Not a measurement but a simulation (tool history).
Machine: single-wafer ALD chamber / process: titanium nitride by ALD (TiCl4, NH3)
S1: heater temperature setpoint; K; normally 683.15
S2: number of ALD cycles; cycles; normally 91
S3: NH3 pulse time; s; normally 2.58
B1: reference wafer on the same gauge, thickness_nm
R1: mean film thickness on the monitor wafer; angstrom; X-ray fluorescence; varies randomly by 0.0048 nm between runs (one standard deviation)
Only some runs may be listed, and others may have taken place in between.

| run | hour | S1 | S2 | S3 | B1 | R1 |
|---|---|---|---|---|---|---|
| 1 | 0 | 683.15 | 91 | 2.58 | 1.852 | 19.38 |
| 2 | 74.4 | 683.15 | 91 | 2.58 | 1.851 | 19.35 |
| 3 | 162.9 | 683.15 | 91 | 2.58 | 1.853 | 19.41 |
| 4 | 251.8 | 673.15 | 96 | 2.58 | 1.854 | 20.39 |
| 5 | 353.4 | 673.15 | 96 | 2.58 | 1.855 | 20.49 |
| 6 | 427.9 | 683.15 | 91 | 2.87 | 1.856 | 19.46 |
| 7 | 477 | 672.15 | 82 | 2.58 | 1.857 | 17.46 |
| 8 | 553.2 | 683.15 | 91 | 2.58 | 1.858 | 19.42 |
| 9 | 638.9 | 683.15 | 91 | 2.58 | 1.858 | 19.46 |
| 10 | 685.2 | 683.15 | 91 | 2.58 | 1.86 | 19.38 |
| 11 | 726.6 | 680.15 | 91 | 2.58 | 1.86 | 19.52 |
| 12 | 814 | 683.15 | 91 | 3.3 | 1.861 | 19.59 |
| 13 | 886.2 | 683.15 | 91 | 2.58 | 1.861 | 19.46 |
|  | 905.5 | thermocouple changed; heater temperature recalibrated |
| 14 | 941.7 | 683.15 | 105 | 1.7 | 1.861 | 22.17 |
| 15 | 1049.5 | 683.15 | 91 | 1.93 | 1.863 | 19.28 |
|  | 1200.1 | showerhead replaced |
| 16 | 1270 | 683.15 | 91 | 2.58 | 1.866 | 19.54 |
| 17 | 1322 | 696.15 | 91 | 2.58 | 1.866 | 19.61 |
| 18 | 1431.4 | 673.15 | 96 | 2.58 | 1.869 | 20.47 |
| 19 | 1523.8 | 674.15 | 79 | 3.27 | 1.869 | 17.11 |
|  | 1547.9 | gauge calibrated |
| 20 | 1570.7 | 683.15 | 91 | 2.58 | 1.841 | 19.24 |
| 21 | 1661.9 | 683.15 | 91 | 2.58 | 1.842 | 19.26 |
| 22 | 1739.3 | 683.15 | 77 | 2.58 | 1.844 | 16.29 |
| 23 | 1806.6 | 683.15 | 91 | 1.7 | 1.844 | 18.99 |
| 24 | 1896.6 | 683.15 | 91 | 3.07 | 1.844 | 19.31 |
| 25 | 2203.8 | 673.15 | 85 | 3.53 | 1.848 | 18.12 |

3 options for the next run, each taken on its own from the tool as it stands now. Forecast them:
| A | 2204.4 | 683.15 | 91 | 2.58 | ? | ? |
| B | 2204.4 | 683.15 | 106 | 3.39 | ? | ? |
| C | 2204.4 | 671.15 | 84 | 3.55 | ? | ? |

| run | B1 | R1 |
|---|---|---|
| A | 1.848 | 19.36 |
| B | 1.848 | 22.74 |
| C | 1.848 | 18 |
Without the tool's hidden state the same runs would have given:
| run | R1 |
|---|---|
| A | 19.27 |
| B | 22.64 |
| C | 17.92 |
